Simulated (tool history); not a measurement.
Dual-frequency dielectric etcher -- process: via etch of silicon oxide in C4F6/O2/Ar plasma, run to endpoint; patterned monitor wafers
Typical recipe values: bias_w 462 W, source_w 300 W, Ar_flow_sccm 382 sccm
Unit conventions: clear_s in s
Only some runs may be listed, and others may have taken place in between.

run   hour  bias_w  source_w  Ar_flow_sccm  incoming incoming film thickness, nm  clear_s
  1      0     462       300           382                                 122.2     34.2
  2   13.5     462       300           382                                 122.3     34.3
  3     32     462       300           382                                 122.8     34.4
  4   49.4     462       300           382                                 122.5     34.4
  5  109.5     462       300           382                                 122.5     34.2
  6  129.8     462       300           358                                 122.2     34.1
  7  155.7     412       300           412                                 121.6     36.1
  8  183.1     412       300           412                                 121.7     36.3
  9  197.6     379       240           351                                   123     38.6
 10  222.2     462       300           382                                 121.7     34.1
 11  250.5     432       270           340                                 121.8       35
 12  284.6     378       250           339                                   123       38
 13  301.3     396       340           440                                   123     36.3
 14  323.7     358       300           382                                 122.4     37.9
 15  346.4     462       270           403                                   123     35.4
 16  447.7     394       300           291                                 122.5     35.1
 17  475.2     462       300           382                                   121     34.1
 18  508.4     462       300           382                                 122.8     34.1
 19  533.9     462       270           382                                 122.4     35.2
 20  557.5     462       300           382                                 122.7     34.4
 21    575     462       300           382                                 121.6     34.1
 22  608.1     399       300           382                                 123.6     36.4
 23    634     462       250           438                                 122.7     36.9
 24  652.1     462       300           410                                 121.8     34.6
 25  677.5     462       300           382                                 122.5       34
 26  706.1     501       300           433                                   122       34
 27  734.2     399       360           433                                 123.1     36.2
 28  769.2     390       260           382                                 121.7     37.9
 29  793.3     462       300           382                                 121.5     34.3
 30  805.4     462       300           382                                 122.5     34.5

Taken out of this log: 6 entries between the listed runs. Where each belongs, and how the hidden state differs across it:
After run 4, before run 5: upper electrode replaced (hour 79.1)
  the hidden state is the same at both runs
After run 7, before run 8: bias power generator calibrated (hour 182.6)
  the hidden state is the same at both runs
After run 13, before run 14: source power generator calibrated (hour 305.6)
  the hidden state is the same at both runs
After run 15, before run 16: wet clean of the chamber (hour 380.4)
  the hidden state is the same at both runs
After run 16, before run 17: Ar flow controller replaced (hour 470)
  the hidden state is the same at both runs
After run 27, before run 28: wet clean of the chamber (hour 761.7)
  the hidden state is the same at both runs

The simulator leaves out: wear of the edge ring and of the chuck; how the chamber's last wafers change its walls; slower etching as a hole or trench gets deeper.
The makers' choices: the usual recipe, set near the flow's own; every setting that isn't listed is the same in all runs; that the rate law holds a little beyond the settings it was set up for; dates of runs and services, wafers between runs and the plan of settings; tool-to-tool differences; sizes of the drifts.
